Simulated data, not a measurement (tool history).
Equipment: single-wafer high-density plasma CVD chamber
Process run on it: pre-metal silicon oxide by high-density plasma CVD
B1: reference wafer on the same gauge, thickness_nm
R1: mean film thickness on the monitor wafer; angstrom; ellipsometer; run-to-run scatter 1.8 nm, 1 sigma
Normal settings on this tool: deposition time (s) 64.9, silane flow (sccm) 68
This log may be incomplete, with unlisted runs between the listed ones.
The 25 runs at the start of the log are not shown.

{"run": 26, "hour": 389.1, "deposition time (s)": 56.3, "silane flow (sccm)": 78, "B1": 403.797, "R1": 4557.32}
{"hour": 401.1, "done": "silane flow controller replaced"}
{"run": 27, "hour": 402.1, "deposition time (s)": 75.3, "silane flow (sccm)": 57, "B1": 403.865, "R1": 4314.91}
{"run": 28, "hour": 409.9, "deposition time (s)": 70.0, "silane flow (sccm)": 62, "B1": 402.733, "R1": 4339.23}
{"run": 29, "hour": 424.9, "deposition time (s)": 64.9, "silane flow (sccm)": 80, "B1": 403.027, "R1": 5075.33}
{"run": 30, "hour": 432.6, "deposition time (s)": 57.4, "silane flow (sccm)": 58, "B1": 402.516, "R1": 3356.31}
{"run": 31, "hour": 449.4, "deposition time (s)": 64.9, "silane flow (sccm)": 68, "B1": 403.585, "R1": 4357.7}
{"run": 32, "hour": 455.8, "deposition time (s)": 76.7, "silane flow (sccm)": 77, "B1": 403.678, "R1": 5813.33}
{"run": 33, "hour": 469.9, "deposition time (s)": 75.0, "silane flow (sccm)": 58, "B1": 403.079, "R1": 4352.25}
{"run": 34, "hour": 476.0, "deposition time (s)": 72.8, "silane flow (sccm)": 60, "B1": 402.896, "R1": 4376.63}
{"run": 35, "hour": 482.4, "deposition time (s)": 64.9, "silane flow (sccm)": 73, "B1": 402.441, "R1": 4665.9}
{"hour": 486.6, "done": "gauge calibrated"}
{"run": 36, "hour": 498.4, "deposition time (s)": 72.7, "silane flow (sccm)": 58, "B1": 403.279, "R1": 4271.85}
{"run": 37, "hour": 507.5, "deposition time (s)": 60.8, "silane flow (sccm)": 74, "B1": 402.871, "R1": 4456.32}
{"run": 38, "hour": 517.3, "deposition time (s)": 64.9, "silane flow (sccm)": 68, "B1": 402.705, "R1": 4364.68}
{"run": 39, "hour": 526.6, "deposition time (s)": 53.2, "silane flow (sccm)": 68, "B1": 403.645, "R1": 3592.04}
{"run": 40, "hour": 544.2, "deposition time (s)": 53.0, "silane flow (sccm)": 78, "B1": 403.444, "R1": 4106.97}
{"run": 41, "hour": 553.6, "deposition time (s)": 64.9, "silane flow (sccm)": 68, "B1": 402.622, "R1": 4382.36}
{"run": 42, "hour": 562.9, "deposition time (s)": 68.3, "silane flow (sccm)": 68, "B1": 402.821, "R1": 4605.57}
{"run": 43, "hour": 577.6, "deposition time (s)": 64.9, "silane flow (sccm)": 68, "B1": 402.65, "R1": 4353.19}
{"run": 44, "hour": 611.9, "deposition time (s)": 64.9, "silane flow (sccm)": 56, "B1": 403.404, "R1": 3666.84}
{"run": 45, "hour": 627.4, "deposition time (s)": 64.9, "silane flow (sccm)": 62, "B1": 403.185, "R1": 4029.91}
{"run": 46, "hour": 637.1, "deposition time (s)": 55.4, "silane flow (sccm)": 72, "B1": 403.604, "R1": 3966.87}

Consider 5 possible next runs. They are alternatives, not a sequence: every one starts from the tool as it was left by run 46. What does each give?
{"run": "A", "hour": 637.5, "deposition time (s)": 64.9, "silane flow (sccm)": 68, "B1": "?", "R1": "?"}
{"run": "B", "hour": 637.5, "deposition time (s)": 55.7, "silane flow (sccm)": 68, "B1": "?", "R1": "?"}
{"run": "C", "hour": 637.5, "deposition time (s)": 70.6, "silane flow (sccm)": 80, "B1": "?", "R1": "?"}
{"run": "D", "hour": 637.5, "deposition time (s)": 59.8, "silane flow (sccm)": 68, "B1": "?", "R1": "?"}
{"run": "E", "hour": 637.5, "deposition time (s)": 64.9, "silane flow (sccm)": 63, "B1": "?", "R1": "?"}

run=A B1=402.951 R1=4377.28
run=B B1=402.951 R1=3756.77
run=C B1=402.951 R1=5540.05
run=D B1=402.951 R1=4033.30
run=E B1=402.951 R1=4079.16
What these runs would have given with no unlogged condition in the tool:
run=A R1=4374.89
run=B R1=3754.72
run=C R1=5537.03
run=D R1=4031.10
run=E R1=4076.94
